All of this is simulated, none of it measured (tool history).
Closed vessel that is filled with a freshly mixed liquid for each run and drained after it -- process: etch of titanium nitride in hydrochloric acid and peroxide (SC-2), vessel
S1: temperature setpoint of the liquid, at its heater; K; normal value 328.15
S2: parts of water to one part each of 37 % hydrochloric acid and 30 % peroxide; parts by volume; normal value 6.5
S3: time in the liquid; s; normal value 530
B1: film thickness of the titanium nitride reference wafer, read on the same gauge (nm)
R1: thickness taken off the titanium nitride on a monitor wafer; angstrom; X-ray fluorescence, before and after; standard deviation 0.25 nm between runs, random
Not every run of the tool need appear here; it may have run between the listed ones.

run   hour      S1   S2   S3      B1     R1
  1    0.0  328.15  6.5  530   99.96  320.0
  2   42.1  328.15  6.5  530   99.98  320.3
  3   74.3  328.15  6.5  530  100.00  312.9
  4  107.2  328.15  6.5  530  100.00  317.1
  5  172.6  328.15  6.5  290  100.01  174.5
  6  236.8  328.15  6.5  290   99.98  171.9
  7  272.9  328.15  6.5  290   99.97  171.1
  8  317.7  328.15  5.5  530  100.03  356.4
  9  343.3  328.15  5.5  530  100.01  359.4
 10  410.1  328.15  6.5  365  100.00  214.7
 11  477.3  331.65  4.0  530  100.04  550.1
 12  504.7  328.15  9.5  530  100.02  232.3
 13  558.3  332.15  7.5  330   99.99  225.6
 14  594.5  334.65  6.5  670  100.00  595.8
 15  650.6  336.65  8.0  270  100.00  227.8
 16  680.7  328.15  6.5  530   99.98  310.3
 17  743.2  328.15  5.0  265  100.03  188.0
 18  775.5  328.15  9.0  530  100.02  237.4
     784.5  -- gauge calibrated
 19  830.9  332.15  4.0  530   99.99  567.5
 20  874.4  328.15  6.5  530  100.03  305.9

Run 21 has not been measured yet. What should we expect?
     903.2  -- chemicals flow meter replaced
 21  913.4  331.15  6.5  530   ?   ?

B1: 100.01
R1: 373.7 angstrom
On a tool with no hidden condition, and with the same random variation, this run would have come out at R1 393.9 angstrom.
